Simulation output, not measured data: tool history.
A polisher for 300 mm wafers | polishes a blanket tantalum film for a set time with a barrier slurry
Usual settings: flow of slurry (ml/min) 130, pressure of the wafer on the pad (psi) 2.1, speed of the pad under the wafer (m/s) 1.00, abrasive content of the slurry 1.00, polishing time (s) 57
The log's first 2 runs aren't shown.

run	hour	flow of slurry (ml/min)	pressure of the wafer on the pad (psi)	speed of the pad under the wafer (m/s)	abrasive content of the slurry	polishing time (s)	wafers since the last listed run	wafers polished on this pad	hours since the slurry nozzle was cleaned	hours since the head pressure was calibrated	hours since the slurry blender was calibrated	incoming thickness of the incoming film, nm	film removed (Å)
# hour 128.3: head pressure recalibrated
3	187.3	130	2.1	1.00	1.00	57	1075	1577	213.1	59.0	104.7	293.7	904
4	251.0	165	2.1	1.22	1.00	57	823	2401	276.8	122.7	168.4	292.5	1140
5	329.6	165	2.1	1.22	1.00	57	1016	3417	355.4	201.3	247.0	289.8	1131
6	423.9	130	2.1	1.00	1.00	57	1219	4636	449.7	295.6	341.3	287.0	895
7	497.9	130	2.1	1.00	1.00	57	956	5592	523.7	369.6	415.3	289.5	897
# hour 537.3: slurry nozzle cleaned
# hour 577.5: worn pad replaced by a new one
# hour 611.9: slurry blender recalibrated
8	675.6	130	2.1	1.00	1.00	57	2206	1242	138.3	547.3	63.7	287.7	894
# hour 680.9: head pressure recalibrated
9	850.4	130	2.1	1.00	1.00	57	2233	3476	313.1	169.5	238.5	289.3	901
10	917.8	130	2.1	1.00	1.00	57	871	4347	380.5	236.9	305.9	288.5	897
11	984.3	130	2.1	1.00	1.00	57	859	5207	447.0	303.4	372.4	289.6	885
12	1086.6	130	2.1	1.00	1.00	57	1322	6529	549.3	405.7	474.7	285.9	896
# hour 1120.3: worn pad replaced by a new one
# hour 1167.8: slurry blender recalibrated
# hour 1175.6: head pressure recalibrated
13	1184.3	130	2.1	1.00	1.00	57	1159	775	647.0	8.7	16.5	290.4	892
# hour 1224.8: slurry nozzle cleaned
14	1242.5	130	2.1	1.00	1.00	57	739	1514	17.7	66.9	74.7	288.4	902
15	1346.8	130	2.1	1.00	1.00	57	1348	2863	122.0	171.2	179.0	290.8	898
16	1425.6	130	2.1	1.00	1.00	57	1018	3881	200.8	250.0	257.8	292.2	895
17	1461.6	130	2.1	0.80	1.00	57	465	4347	236.8	286.0	293.8	288.3	715
18	1537.3	145	1.9	1.00	1.25	66	978	5325	312.5	361.7	369.5	294.4	1000
19	1604.7	145	1.9	1.00	1.25	66	871	6196	379.9	429.1	436.9	294.2	1006
# hour 1657.1: worn pad replaced by a new one
# hour 1667.9: slurry blender recalibrated
20	1694.7	130	1.5	0.78	0.80	69	1085	460	469.9	519.1	26.8	293.7	568
21	1769.5	130	2.1	1.00	1.20	57	966	1427	544.7	593.9	101.6	286.4	940
# hour 1778.6: head pressure recalibrated
22	1829.7	130	2.1	1.00	1.00	57	752	2179	604.9	51.1	161.8	292.1	901

Expected results for the next run?
# hour 1878.6: slurry nozzle cleaned
23	1928.8	130	2.1	1.00	1.00	57	1268	3447	50.2	150.2	260.9	285.8	?

film removed (Å): 888
Minus the tool's unlogged condition, the same run would have read film removed (Å) 888.
